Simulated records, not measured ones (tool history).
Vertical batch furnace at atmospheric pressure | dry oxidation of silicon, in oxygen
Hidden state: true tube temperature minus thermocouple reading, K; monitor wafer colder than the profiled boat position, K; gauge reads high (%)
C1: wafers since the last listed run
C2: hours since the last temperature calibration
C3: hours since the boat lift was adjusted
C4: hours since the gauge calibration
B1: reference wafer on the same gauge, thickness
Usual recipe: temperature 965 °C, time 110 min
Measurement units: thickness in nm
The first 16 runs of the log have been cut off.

{"run": 17, "hour": 799.3, "temperature": 945, "time": 124.5, "C1": 294, "C2": 308.1, "C3": 4180.1, "C4": 1504, "B1": 46.7, "thickness": 50.82}
{"hour": 882.1, "done": "thermocouples replaced and temperature profile calibrated, repeated, since the last time left the tool worse"}
{"run": 18, "hour": 882.6, "temperature": 965, "time": 70.5, "C1": 461, "C2": 0.5, "C3": 4263.4, "C4": 1587.3, "B1": 46.69, "thickness": 39.69}
{"run": 19, "hour": 908.2, "temperature": 980, "time": 136.5, "C1": 199, "C2": 26.1, "C3": 4289, "C4": 1612.9, "B1": 46.71, "thickness": 69.28}
{"run": 20, "hour": 975.2, "temperature": 945, "time": 124.5, "C1": 521, "C2": 93.1, "C3": 4356, "C4": 1679.9, "B1": 46.69, "thickness": 48.66}
{"hour": 1057.3, "done": "boat lift adjusted"}
{"run": 21, "hour": 1057.8, "temperature": 977, "time": 110, "C1": 455, "C2": 175.7, "C3": 0.5, "C4": 1762.5, "B1": 46.71, "thickness": 58.52}
{"hour": 1066.7, "done": "gauge calibrated"}
{"run": 22, "hour": 1084.5, "temperature": 984, "time": 153, "C1": 207, "C2": 202.4, "C3": 27.2, "C4": 17.8, "B1": 46.71, "thickness": 77.7}
{"run": 23, "hour": 1130.9, "temperature": 988, "time": 138, "C1": 360, "C2": 248.8, "C3": 73.6, "C4": 64.2, "B1": 46.68, "thickness": 74.95}
{"run": 24, "hour": 1169.4, "temperature": 979, "time": 139, "C1": 299, "C2": 287.3, "C3": 112.1, "C4": 102.7, "B1": 46.7, "thickness": 69.91}
{"run": 25, "hour": 1213.0, "temperature": 949, "time": 57, "C1": 339, "C2": 330.9, "C3": 155.7, "C4": 146.3, "B1": 46.71, "thickness": 30.28}
{"run": 26, "hour": 1251.5, "temperature": 956, "time": 159, "C1": 299, "C2": 369.4, "C3": 194.2, "C4": 184.8, "B1": 46.7, "thickness": 64.65}
{"run": 27, "hour": 1308.3, "temperature": 965, "time": 110, "C1": 441, "C2": 426.2, "C3": 251, "C4": 241.6, "B1": 46.7, "thickness": 53.88}
{"run": 28, "hour": 1344.9, "temperature": 965, "time": 62, "C1": 284, "C2": 462.8, "C3": 287.6, "C4": 278.2, "B1": 46.71, "thickness": 36.8}
{"run": 29, "hour": 1396.6, "temperature": 988, "time": 110, "C1": 402, "C2": 514.5, "C3": 339.3, "C4": 329.9, "B1": 46.69, "thickness": 64.26}
{"run": 30, "hour": 1454.1, "temperature": 941, "time": 133, "C1": 447, "C2": 572, "C3": 396.8, "C4": 387.4, "B1": 46.72, "thickness": 49.18}
{"run": 31, "hour": 1483.4, "temperature": 965, "time": 110, "C1": 227, "C2": 601.3, "C3": 426.1, "C4": 416.7, "B1": 46.68, "thickness": 53.5}
{"run": 32, "hour": 1533.5, "temperature": 965, "time": 74, "C1": 389, "C2": 651.4, "C3": 476.2, "C4": 466.8, "B1": 46.71, "thickness": 41.33}
{"run": 33, "hour": 1574.1, "temperature": 972, "time": 110, "C1": 315, "C2": 692, "C3": 516.8, "C4": 507.4, "B1": 46.72, "thickness": 56.43}
{"run": 34, "hour": 1616.2, "temperature": 940, "time": 158.5, "C1": 327, "C2": 734.1, "C3": 558.9, "C4": 549.5, "B1": 46.7, "thickness": 55.39}
{"run": 35, "hour": 1679.8, "temperature": 949, "time": 144, "C1": 494, "C2": 797.7, "C3": 622.5, "C4": 613.1, "B1": 46.73, "thickness": 56.61}
{"run": 36, "hour": 1709.8, "temperature": 941, "time": 161, "C1": 233, "C2": 827.7, "C3": 652.5, "C4": 643.1, "B1": 46.7, "thickness": 56.67}
{"run": 37, "hour": 1752.3, "temperature": 951, "time": 94.5, "C1": 330, "C2": 870.2, "C3": 695, "C4": 685.6, "B1": 46.7, "thickness": 43.18}
{"run": 38, "hour": 1797.4, "temperature": 972, "time": 160.5, "C1": 350, "C2": 915.3, "C3": 740.1, "C4": 730.7, "B1": 46.68, "thickness": 73.61}

Consider 5 possible next runs. They are alternatives, not a sequence: every one starts from the tool as it was left by run 38. What does each give?
{"run": "A", "hour": 1803.6, "temperature": 965, "time": 86, "C1": 48, "C2": 921.5, "C3": 746.3, "C4": 736.9, "B1": "?", "thickness": "?"}
{"run": "B", "hour": 1803.6, "temperature": 942, "time": 127, "C1": 48, "C2": 921.5, "C3": 746.3, "C4": 736.9, "B1": "?", "thickness": "?"}
{"run": "C", "hour": 1803.6, "temperature": 983, "time": 132, "C1": 48, "C2": 921.5, "C3": 746.3, "C4": 736.9, "B1": "?", "thickness": "?"}
{"run": "D", "hour": 1803.6, "temperature": 965, "time": 79, "C1": 48, "C2": 921.5, "C3": 746.3, "C4": 736.9, "B1": "?", "thickness": "?"}
{"run": "E", "hour": 1803.6, "temperature": 941, "time": 63, "C1": 48, "C2": 921.5, "C3": 746.3, "C4": 736.9, "B1": "?", "thickness": "?"}

run=A B1=46.71 thickness=45.47
run=B B1=46.71 thickness=48.19
run=C B1=46.71 thickness=69.87
run=D B1=46.71 thickness=42.99
run=E B1=46.71 thickness=29.92
With no hidden state in the tool, these same runs would have given:
run=A thickness=45.02
run=B thickness=47.55
run=C thickness=69.09
run=D thickness=42.56
run=E thickness=29.53
